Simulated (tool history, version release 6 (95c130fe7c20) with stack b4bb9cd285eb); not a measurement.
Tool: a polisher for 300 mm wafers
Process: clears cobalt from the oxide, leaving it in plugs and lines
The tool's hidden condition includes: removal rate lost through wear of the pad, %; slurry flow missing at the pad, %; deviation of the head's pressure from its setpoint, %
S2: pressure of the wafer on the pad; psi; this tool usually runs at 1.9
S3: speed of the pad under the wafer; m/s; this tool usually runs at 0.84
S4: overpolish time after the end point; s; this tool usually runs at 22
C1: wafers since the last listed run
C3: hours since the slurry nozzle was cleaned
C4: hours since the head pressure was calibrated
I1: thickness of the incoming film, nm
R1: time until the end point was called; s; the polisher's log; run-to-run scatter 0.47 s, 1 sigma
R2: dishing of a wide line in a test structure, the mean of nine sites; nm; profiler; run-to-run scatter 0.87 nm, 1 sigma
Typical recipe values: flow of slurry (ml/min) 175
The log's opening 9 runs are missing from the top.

Run 10, hour 823.7: usual settings but flow of slurry (ml/min) 195; C1 851; wafers polished on this pad 2219; C3 475.6; C4 807.5; I1 150.1. Result: R1 39.6 s, R2 45.3 nm.
Run 11, hour 898.4: usual settings but S3 0.92 m/s, S4 31 s; C1 1019; wafers polished on this pad 3238; C3 550.3; C4 882.2; I1 149.9. Result: R1 37.8 s, R2 53.4 nm.
Run 12, hour 943.1: usual settings but S2 1.3 psi; C1 609; wafers polished on this pad 3848; C3 595; C4 926.9; I1 153.3. Result: R1 50.9 s, R2 39.2 nm.
At hour 963.8: slurry nozzle cleaned.
At hour 1217.4: worn pad replaced by a new one.
Run 13, hour 1227.6: usual settings but flow of slurry (ml/min) 145; C1 3813; wafers polished on this pad 139; C3 263.8; C4 1211.4; I1 153.3. Result: R1 38.8 s, R2 47.6 nm.
Run 14, hour 1327.5: usual settings but flow of slurry (ml/min) 145; C1 1362; wafers polished on this pad 1501; C3 363.7; C4 1311.3; I1 150. Result: R1 39.2 s, R2 45.1 nm.
Run 15, hour 1430.4: usual settings but flow of slurry (ml/min) 145; C1 1403; wafers polished on this pad 2905; C3 466.6; C4 1414.2; I1 149.5. Result: R1 39.9 s, R2 45.2 nm.
At hour 1468.7: head pressure recalibrated.
At hour 1471.6: slurry nozzle cleaned.
Run 16, hour 1477.7: usual settings; C1 604; wafers polished on this pad 3510; C3 6.1; C4 9; I1 152.8. Result: R1 39.7 s, R2 46 nm.
Run 17, hour 1556.7: usual settings; C1 1077; wafers polished on this pad 4588; C3 85.1; C4 88; I1 152. Result: R1 40 s, R2 44.5 nm.
Run 18, hour 1622.3: usual settings but S2 2.3 psi; C1 894; wafers polished on this pad 5483; C3 150.7; C4 153.6; I1 151.2. Result: R1 35 s, R2 47.3 nm.
Run 19, hour 1692.3: usual settings but S2 1.2 psi, S3 0.76 m/s; C1 955; wafers polished on this pad 6438; C3 220.7; C4 223.6; I1 149.4. Result: R1 54.7 s, R2 36.4 nm.
At hour 1766.1: worn pad replaced by a new one.
Run 20, hour 1773.8: usual settings but S3 0.58 m/s, S4 30 s; C1 1057; wafers polished on this pad 105; C3 302.2; C4 305.1; I1 149.6. Result: R1 47.7 s, R2 48.3 nm.
Run 21, hour 1843.2: usual settings; C1 946; wafers polished on this pad 1052; C3 371.6; C4 374.5; I1 151. Result: R1 39 s, R2 46.5 nm.
Run 22, hour 1933.8: usual settings but flow of slurry (ml/min) 220; C1 1236; wafers polished on this pad 2288; C3 462.2; C4 465.1; I1 148.2. Result: R1 38.5 s, R2 46.2 nm.
Run 23, hour 2016.8: usual settings but flow of slurry (ml/min) 130, S4 28 s; C1 1132; wafers polished on this pad 3420; C3 545.2; C4 548.1; I1 149.6. Result: R1 43 s, R2 48.5 nm.
At hour 2070.6: slurry nozzle cleaned.
Run 24, hour 2100.4: usual settings but S3 0.6 m/s; C1 1126; wafers polished on this pad 4547; C3 29.8; C4 631.7; I1 148.8. Result: R1 47.7 s, R2 39.5 nm.
Run 25, hour 2152.8: usual settings but flow of slurry (ml/min) 210, S3 1.1 m/s; C1 714; wafers polished on this pad 5262; C3 82.2; C4 684.1; I1 150.8. Result: R1 33.6 s, R2 49.2 nm.
Run 26, hour 2200.4: usual settings; C1 649; wafers polished on this pad 5911; C3 129.8; C4 731.7; I1 151.6. Result: R1 41.7 s, R2 44 nm.
At hour 2247.8: worn pad replaced by a new one.
Run 27, hour 2301.1: usual settings; C1 1319; wafers polished on this pad 727; C3 230.5; C4 832.4; I1 150. Result: R1 37.4 s, R2 45.5 nm.
Run 28, hour 2390: usual settings but flow of slurry (ml/min) 225, S2 2.5 psi, S3 1.04 m/s, S4 26 s; C1 1212; wafers polished on this pad 1940; C3 319.4; C4 921.3; I1 149. Result: R1 27.3 s, R2 55.8 nm.
Run 29, hour 2489.8: usual settings but S2 2.1 psi, S3 1.02 m/s; C1 1361; wafers polished on this pad 3302; C3 419.2; C4 1021.1; I1 151.3. Result: R1 33.4 s, R2 50.9 nm.
Run 30, hour 2528.3: usual settings but S3 0.96 m/s; C1 525; wafers polished on this pad 3827; C3 457.7; C4 1059.6; I1 149.6. Result: R1 37.2 s, R2 46.9 nm.

Below are 5 alternative next runs, each starting from the tool's condition after run 30. Predict each:
Run A, hour 2528.7: usual settings but S4 16 s; C1 5; wafers polished on this pad 3832; C3 458.1; C4 1060; I1 152.3. Result: R1 ?, R2 ?.
Run B, hour 2528.7: usual settings but flow of slurry (ml/min) 195, S2 1.2 psi, S3 1.12 m/s, S4 26 s; C1 5; wafers polished on this pad 3832; C3 458.1; C4 1060; I1 152.3. Result: R1 ?, R2 ?.
Run C, hour 2528.7: usual settings but flow of slurry (ml/min) 145, S2 2.5 psi, S3 1 m/s, S4 29 s; C1 5; wafers polished on this pad 3832; C3 458.1; C4 1060; I1 152.3. Result: R1 ?, R2 ?.
Run D, hour 2528.7: usual settings but flow of slurry (ml/min) 130, S2 2.3 psi, S4 27 s; C1 5; wafers polished on this pad 3832; C3 458.1; C4 1060; I1 152.3. Result: R1 ?, R2 ?.
Run E, hour 2528.7: usual settings but flow of slurry (ml/min) 135, S2 2.1 psi, S3 0.66 m/s, S4 31 s; C1 5; wafers polished on this pad 3832; C3 458.1; C4 1060; I1 152.3. Result: R1 ?, R2 ?.

run    R1    R2
  A  41.1  37.4
  B  43.1  47.8
  C  31.5  56.2
  D  37.7  51.4
  E  46.1  50.2
Without the tool's hidden state the same runs would have given:
run    R1    R2
  A  37.2  39.8
  B  39.1    50
  C  28.4  57.8
  D  33.9  53.6
  E  41.5  52.5

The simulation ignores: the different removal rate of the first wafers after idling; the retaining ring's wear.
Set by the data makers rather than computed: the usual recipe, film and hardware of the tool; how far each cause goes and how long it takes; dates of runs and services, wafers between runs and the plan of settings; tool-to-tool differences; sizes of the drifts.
